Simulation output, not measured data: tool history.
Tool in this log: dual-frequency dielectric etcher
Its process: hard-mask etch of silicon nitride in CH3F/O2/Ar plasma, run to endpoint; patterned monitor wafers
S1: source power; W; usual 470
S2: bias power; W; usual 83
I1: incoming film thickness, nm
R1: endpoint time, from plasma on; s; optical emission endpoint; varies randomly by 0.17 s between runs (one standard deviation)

run	day	S1	S2	I1	R1
1	0	470	83	31.58	43.7
2	3.796	470	83	31.32	43.5
3	7.162	470	83	31.43	43.7
# day 16.558: wet clean of the chamber
4	16.579	470	83	31.81	44.3
5	20.983	470	83	31.82	44.1
6	23.683	470	74	31.67	44.8
7	27.946	470	83	31.79	44
8	31.392	470	83	31.38	43.6
# day 36.092: wet clean of the chamber
# day 36.775: upper electrode replaced
# day 41.392: bias power generator calibrated
9	44.379	500	88	31.56	42
10	47.538	470	83	31.48	44.1
11	50.221	470	83	31.66	44.1
12	52.342	470	83	31.37	43.4
13	54.117	420	83	31.03	45.3
# day 55.296: wet clean of the chamber
14	56.954	470	83	31.68	44
15	58.846	470	100	31.64	42.8
16	63.05	380	94	32.04	48.1
17	65.583	470	83	31.62	44
18	67.783	510	75	31.9	43.5
# day 69.388: source power generator calibrated
19	70.35	390	62	31.34	48.4
# day 73.112: wet clean of the chamber
20	74.712	430	64	31.45	46.2
21	78.475	540	104	31.42	38.4
22	80.371	360	67	31.56	50.3
23	84.646	470	83	31.91	43.9
24	87.879	470	73	31.3	44
25	90.604	470	83	31.77	43.3
26	92.167	420	73	31.44	46.2
# day 93.708: wet clean of the chamber
27	95.962	470	83	31.32	42.9

Give the tool's hidden conditions for every run:
etch rate over this chamber's usual, %: 0 on each run
bias power that arrives over what is set, %: 0 on each run
H1: source power that arrives over what is set, %
run	H1
1	-5.04
2	-5.08
3	-5.12
4	-5.21
5	-5.25
6	-5.27
7	-5.31
8	-5.33
9	-5.41
10	-5.43
11	-5.44
12	-5.45
13	-5.46
14	-5.47
15	-5.48
16	-5.49
17	-5.5
18	-5.51
19	0.128
20	-0.287
21	-0.617
22	-0.775
23	-1.11
24	-1.35
25	-1.53
26	-1.64
27	-1.88

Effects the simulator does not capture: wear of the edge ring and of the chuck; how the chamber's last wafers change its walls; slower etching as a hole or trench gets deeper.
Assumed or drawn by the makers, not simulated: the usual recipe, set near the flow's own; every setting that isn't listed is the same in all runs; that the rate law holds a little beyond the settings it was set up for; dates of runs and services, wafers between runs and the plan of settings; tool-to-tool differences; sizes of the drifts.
